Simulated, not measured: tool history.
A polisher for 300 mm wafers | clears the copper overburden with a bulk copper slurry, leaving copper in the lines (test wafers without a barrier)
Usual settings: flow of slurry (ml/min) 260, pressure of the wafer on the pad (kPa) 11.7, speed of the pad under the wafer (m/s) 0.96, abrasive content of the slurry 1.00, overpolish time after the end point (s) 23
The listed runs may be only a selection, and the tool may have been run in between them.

run   hour  flow of slurry (ml/min)  pressure of the wafer on the pad (kPa)  speed of the pad under the wafer (m/s)  abrasive content of the slurry  overpolish time after the end point (s)  wafers since the last listed run  wafers polished on this pad  hours since the slurry nozzle was cleaned  hours since the head pressure was calibrated  hours since the slurry blender was calibrated  incoming thickness of the incoming film, nm  time until the end point was called (s)  dishing of a wide line in a test structure (angstrom)
  1    0.0                      260                                    11.7                                    0.96                            1.00                                       23                                 0                          428                                      699.1                                         483.9                                          273.3                                        628.5                                    137.6                                                    540
  2   16.3                      240                                    11.7                                    0.96                            1.00                                       23                                76                          505                                      715.4                                         500.2                                          289.6                                        626.7                                    132.9                                                    521
  3   26.3                      260                                    11.7                                    0.96                            1.00                                       23                                46                          552                                      725.4                                         510.2                                          299.6                                        618.2                                    132.9                                                    530
  4   35.4                      260                                    11.7                                    0.96                            1.00                                       23                                42                          595                                      734.5                                         519.3                                          308.7                                        634.6                                    142.7                                                    547
  5   45.9                      260                                    11.7                                    0.96                            1.00                                       23                                49                          644                                      745.0                                         529.8                                          319.2                                        624.3                                    136.3                                                    529
  6   54.2                      260                                    11.7                                    0.96                            1.00                                       23                                39                          683                                      753.3                                         538.1                                          327.5                                        623.4                                    136.3                                                    553
  7   61.3                      260                                    11.7                                    0.96                            1.00                                       23                                33                          716                                      760.4                                         545.2                                          334.6                                        626.8                                    136.2                                                    537
  8   67.6                      260                                    11.7                                    1.18                            1.00                                       11                                29                          746                                      766.7                                         551.5                                          340.9                                        619.7                                    110.7                                                    367
      72.1  -- slurry nozzle cleaned
  9   77.6                      260                                     9.0                                    0.68                            1.00                                       29                                42                          788                                        5.5                                         561.5                                          350.9                                        624.0                                    257.6                                                    392
 10   84.9                      260                                    11.7                                    0.96                            1.00                                       23                                34                          823                                       12.8                                         568.8                                          358.2                                        638.8                                    137.7                                                    541
 11   93.2                      260                                    11.7                                    0.96                            1.00                                       23                                39                          862                                       21.1                                         577.1                                          366.5                                        623.4                                    135.8                                                    537
      98.3  -- worn pad replaced by a new one
     111.4  -- slurry blender recalibrated
 12  111.9                      185                                    15.2                                    0.96                            1.15                                       33                                59                           54                                       39.8                                         595.8                                            0.5                                        620.9                                    110.9                                                    769
 13  125.9                      260                                    11.7                                    0.96                            1.25                                       23                                65                          120                                       53.8                                         609.8                                           14.5                                        629.9                                    142.9                                                    521
 14  133.0                      260                                     9.0                                    0.96                            1.00                                       18                                33                          153                                       60.9                                         616.9                                           21.6                                        618.1                                    191.4                                                    330
     140.9  -- head pressure recalibrated
 15  148.0                      260                                    11.7                                    0.96                            1.00                                       23                                61                          214                                       75.9                                           7.1                                           36.6                                        620.8                                    146.9                                                    499
 16  156.3                      260                                    11.7                                    0.96                            1.00                                       23                                39                          253                                       84.2                                          15.4                                           44.9                                        632.4                                    151.3                                                    507
 17  171.2                      260                                     9.0                                    0.84                            1.25                                       23                                70                          323                                       99.1                                          30.3                                           59.8                                        622.5                                    217.5                                                    375
 18  181.0                      330                                    13.8                                    0.84                            1.00                                       12                                46                          369                                      108.9                                          40.1                                           69.6                                        621.6                                    140.9                                                    310
     183.6  -- slurry blender recalibrated, repeated, since the last time left the tool worse
 19  192.6                      260                                    11.7                                    0.86                            1.00                                       23                                45                          415                                      120.5                                          51.7                                            9.0                                        627.6                                    141.3                                                    514
 20  210.3                      330                                    11.7                                    1.26                            0.75                                       34                                83                          498                                      138.2                                          69.4                                           26.7                                        637.3                                    108.6                                                    749
 21  223.2                      260                                    13.8                                    0.96                            1.00                                       23                                60                          558                                      151.1                                          82.3                                           39.6                                        614.1                                    109.1                                                    614
 22  239.0                      260                                     9.0                                    0.96                            1.00                                       23                                74                          633                                      166.9                                          98.1                                           55.4                                        626.7                                    177.6                                                    443
 23  253.1                      230                                    11.7                                    0.96                            1.00                                       23                                66                          699                                      181.0                                         112.2                                           69.5                                        627.0                                    136.2                                                    535
 24  266.9                      260                                    11.7                                    0.96                            1.00                                       23                                64                          764                                      194.8                                         126.0                                           83.3                                        630.1                                    139.5                                                    561
     280.2  -- worn pad replaced by a new one
 25  280.7                      290                                    11.7                                    0.96                            1.00                                       23                                46                            2                                      208.6                                         139.8                                           97.1                                        630.0                                    131.7                                                    565
 26  292.4                      260                                    11.7                                    0.80                            0.75                                       18                                54                           57                                      220.3                                         151.5                                          108.8                                        622.0                                    171.9                                                    375
 27  307.0                      260                                     9.0                                    0.96                            1.00                                       17                                68                          126                                      234.9                                         166.1                                          123.4                                        621.9                                    173.9                                                    344

Below are 5 alternative next runs, each starting from the tool's condition after run 27. Predict each:
  A  307.5                      260                                    11.7                                    0.96                            1.10                                       23                                 2                          128                                      235.4                                         166.6                                          123.9                                        634.9                                        ?                                                      ?
  B  307.5                      260                                     8.3                                    0.96                            1.00                                       23                                 2                          128                                      235.4                                         166.6                                          123.9                                        634.9                                        ?                                                      ?
  C  307.5                      260                                    13.8                                    0.82                            1.10                                       23                                 2                          128                                      235.4                                         166.6                                          123.9                                        634.9                                        ?                                                      ?
  D  307.5                      200                                    15.2                                    1.10                            1.00                                       23                                 2                          128                                      235.4                                         166.6                                          123.9                                        634.9                                        ?                                                      ?
  E  307.5                      315                                    11.7                                    0.66                            1.00                                       17                                 2                          128                                      235.4                                         166.6                                          123.9                                        634.9                                        ?                                                      ?

run  time until the end point was called (s)  dishing of a wide line in a test structure (angstrom)
  A                                    130.8                                                    544
  B                                    190.2                                                    405
  C                                    130.2                                                    556
  D                                     93.4                                                    688
  E                                    191.8                                                    331
Without the tool's hidden state the same runs would have given:
run  time until the end point was called (s)  dishing of a wide line in a test structure (angstrom)
  A                                    125.7                                                    558
  B                                    182.8                                                    417
  C                                    125.1                                                    571
  D                                     89.7                                                    703
  E                                    184.3                                                    341
